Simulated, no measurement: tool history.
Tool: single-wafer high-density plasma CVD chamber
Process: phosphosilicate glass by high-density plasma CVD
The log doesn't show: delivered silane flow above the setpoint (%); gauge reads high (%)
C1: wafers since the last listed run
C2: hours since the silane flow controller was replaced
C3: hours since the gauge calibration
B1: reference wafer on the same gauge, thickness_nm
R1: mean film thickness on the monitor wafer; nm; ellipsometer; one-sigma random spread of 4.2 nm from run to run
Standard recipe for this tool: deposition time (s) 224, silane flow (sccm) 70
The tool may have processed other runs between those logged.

{"run": 1, "hour": 0.0, "deposition time (s)": 224, "silane flow (sccm)": 70, "C1": 0, "C2": 4113.9, "C3": 610.3, "B1": 1658.536, "R1": 1631.93}
{"run": 2, "hour": 34.3, "deposition time (s)": 238, "silane flow (sccm)": 63, "C1": 189, "C2": 4148.2, "C3": 644.6, "B1": 1659.938, "R1": 1576.223}
{"run": 3, "hour": 75.2, "deposition time (s)": 224, "silane flow (sccm)": 70, "C1": 225, "C2": 4189.1, "C3": 685.5, "B1": 1661.093, "R1": 1627.762}
{"run": 4, "hour": 128.4, "deposition time (s)": 224, "silane flow (sccm)": 70, "C1": 293, "C2": 4242.3, "C3": 738.7, "B1": 1659.611, "R1": 1644.457}
{"run": 5, "hour": 320.6, "deposition time (s)": 224, "silane flow (sccm)": 70, "C1": 1059, "C2": 4434.5, "C3": 930.9, "B1": 1658.172, "R1": 1640.021}
{"run": 6, "hour": 380.0, "deposition time (s)": 213, "silane flow (sccm)": 76, "C1": 327, "C2": 4493.9, "C3": 990.3, "B1": 1660.487, "R1": 1682.444}
{"run": 7, "hour": 432.4, "deposition time (s)": 213, "silane flow (sccm)": 76, "C1": 288, "C2": 4546.3, "C3": 1042.7, "B1": 1661.519, "R1": 1685.665}
{"run": 8, "hour": 576.2, "deposition time (s)": 213, "silane flow (sccm)": 76, "C1": 793, "C2": 4690.1, "C3": 1186.5, "B1": 1660.593, "R1": 1686.401}
{"run": 9, "hour": 639.9, "deposition time (s)": 238, "silane flow (sccm)": 70, "C1": 351, "C2": 4753.8, "C3": 1250.2, "B1": 1660.793, "R1": 1756.004}
{"run": 10, "hour": 709.0, "deposition time (s)": 224, "silane flow (sccm)": 74, "C1": 381, "C2": 4822.9, "C3": 1319.3, "B1": 1659.356, "R1": 1737.652}
{"run": 11, "hour": 766.7, "deposition time (s)": 224, "silane flow (sccm)": 74, "C1": 318, "C2": 4880.6, "C3": 1377, "B1": 1659.917, "R1": 1732.299}
{"run": 12, "hour": 817.9, "deposition time (s)": 224, "silane flow (sccm)": 74, "C1": 282, "C2": 4931.8, "C3": 1428.2, "B1": 1657.836, "R1": 1729.32}
{"run": 13, "hour": 884.1, "deposition time (s)": 209, "silane flow (sccm)": 70, "C1": 365, "C2": 4998, "C3": 1494.4, "B1": 1660.531, "R1": 1534.913}
{"run": 14, "hour": 941.9, "deposition time (s)": 249, "silane flow (sccm)": 80, "C1": 318, "C2": 5055.8, "C3": 1552.2, "B1": 1659.731, "R1": 2068.034}
{"run": 15, "hour": 991.0, "deposition time (s)": 192, "silane flow (sccm)": 79, "C1": 270, "C2": 5104.9, "C3": 1601.3, "B1": 1660.19, "R1": 1583.052}
{"run": 16, "hour": 1033.0, "deposition time (s)": 224, "silane flow (sccm)": 70, "C1": 231, "C2": 5146.9, "C3": 1643.3, "B1": 1659.897, "R1": 1653.228}
{"run": 17, "hour": 1089.6, "deposition time (s)": 263, "silane flow (sccm)": 74, "C1": 312, "C2": 5203.5, "C3": 1699.9, "B1": 1659.652, "R1": 2039.786}
{"run": 18, "hour": 1142.7, "deposition time (s)": 224, "silane flow (sccm)": 70, "C1": 292, "C2": 5256.6, "C3": 1753, "B1": 1661.752, "R1": 1651.913}
{"hour": 1147.0, "done": "gauge calibrated"}
{"hour": 1175.9, "done": "silane flow controller replaced"}
{"run": 19, "hour": 1176.4, "deposition time (s)": 224, "silane flow (sccm)": 70, "C1": 141, "C2": 0.5, "C3": 29.4, "B1": 1659.904, "R1": 1563.02}
{"run": 20, "hour": 1228.8, "deposition time (s)": 224, "silane flow (sccm)": 83, "C1": 288, "C2": 52.9, "C3": 81.8, "B1": 1662.294, "R1": 1815.963}
{"run": 21, "hour": 1261.5, "deposition time (s)": 254, "silane flow (sccm)": 70, "C1": 180, "C2": 85.6, "C3": 114.5, "B1": 1658.409, "R1": 1769.36}
{"run": 22, "hour": 1300.2, "deposition time (s)": 262, "silane flow (sccm)": 63, "C1": 213, "C2": 124.3, "C3": 153.2, "B1": 1658.846, "R1": 1671.904}
{"run": 23, "hour": 1355.3, "deposition time (s)": 258, "silane flow (sccm)": 75, "C1": 303, "C2": 179.4, "C3": 208.3, "B1": 1660.186, "R1": 1922.432}
{"run": 24, "hour": 1401.5, "deposition time (s)": 224, "silane flow (sccm)": 66, "C1": 254, "C2": 225.6, "C3": 254.5, "B1": 1659.195, "R1": 1486.116}
{"run": 25, "hour": 1451.7, "deposition time (s)": 266, "silane flow (sccm)": 80, "C1": 276, "C2": 275.8, "C3": 304.7, "B1": 1660.229, "R1": 2089.831}
{"run": 26, "hour": 1505.5, "deposition time (s)": 249, "silane flow (sccm)": 58, "C1": 296, "C2": 329.6, "C3": 358.5, "B1": 1658.066, "R1": 1473.694}

Across each entry between runs, compare the hidden state at the last listed run before it with the hidden state at the first listed run after it:
In the gap between runs 18 and 19: gauge calibrated (hour 1147); silane flow controller replaced (hour 1175.9)
  delivered silane flow above the setpoint (%): 6.65 -> -0.193
  measured result minus the result with no hidden state, R1: +92.345 -> -2.683 nm
